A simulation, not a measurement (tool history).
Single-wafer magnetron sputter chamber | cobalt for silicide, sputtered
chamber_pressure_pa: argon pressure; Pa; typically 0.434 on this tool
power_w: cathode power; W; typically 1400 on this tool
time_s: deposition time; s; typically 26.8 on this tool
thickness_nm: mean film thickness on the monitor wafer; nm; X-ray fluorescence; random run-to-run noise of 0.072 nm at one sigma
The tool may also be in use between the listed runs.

| run | hour | chamber_pressure_pa | power_w | time_s | read-back reference wafer on the same gauge, thickness_nm | thickness_nm |
|---|---|---|---|---|---|---|
| 1 | 0 | 0.434 | 1400 | 26.8 | 16.905 | 18.559 |
| 2 | 15.6 | 0.434 | 1400 | 26.8 | 16.877 | 18.452 |
|  | 42.8 | sputter target and shields replaced |
| 3 | 43.3 | 0.434 | 1400 | 26.8 | 16.909 | 19.289 |
| 4 | 78 | 0.434 | 1500 | 30.3 | 16.907 | 23.042 |
| 5 | 98.8 | 0.434 | 1500 | 30.3 | 16.884 | 22.91 |
| 6 | 112.1 | 0.434 | 1400 | 28.7 | 16.898 | 20.522 |
| 7 | 139.3 | 0.434 | 1400 | 29.4 | 16.924 | 21.061 |
| 8 | 166.8 | 0.434 | 1400 | 29.4 | 16.904 | 20.885 |
| 9 | 195.3 | 0.434 | 1400 | 29.4 | 16.88 | 20.795 |
| 10 | 226.1 | 0.434 | 1400 | 26.8 | 16.9 | 18.889 |
| 11 | 256.9 | 0.434 | 1400 | 26.8 | 16.925 | 18.842 |
| 12 | 349.6 | 0.434 | 1250 | 24.1 | 16.889 | 15.314 |
| 13 | 374.6 | 0.434 | 1250 | 24.1 | 16.899 | 15.212 |
|  | 398.5 | sputter target and shields replaced |
|  | 400.4 | magnet pack replaced, of another model than before |
| 14 | 401.8 | 0.434 | 1250 | 24.1 | 16.892 | 15.708 |
|  | 419 | capacitance manometer re-zeroed and calibrated |
|  | 423.6 | gauge calibrated |
| 15 | 424 | 0.434 | 1650 | 26.8 | 16.9 | 22.192 |
| 16 | 443 | 0.434 | 1650 | 26.8 | 16.891 | 22.11 |
| 17 | 457.6 | 0.296 | 1600 | 29.9 | 16.896 | 24.336 |
| 18 | 485.1 | 0.537 | 1400 | 23.6 | 16.891 | 16.659 |
| 19 | 510.9 | 0.561 | 1500 | 24.2 | 16.911 | 18.084 |

The next listed run, before its measurement:
| 20 | 526.9 | 0.605 | 1400 | 26.8 | ? | ? |

read-back reference wafer on the same gauge, thickness_nm: 16.897
thickness_nm: 18.6 nm
With the hidden condition absent and the run-to-run variation left alone, this run would have shown thickness_nm 18.859 nm.
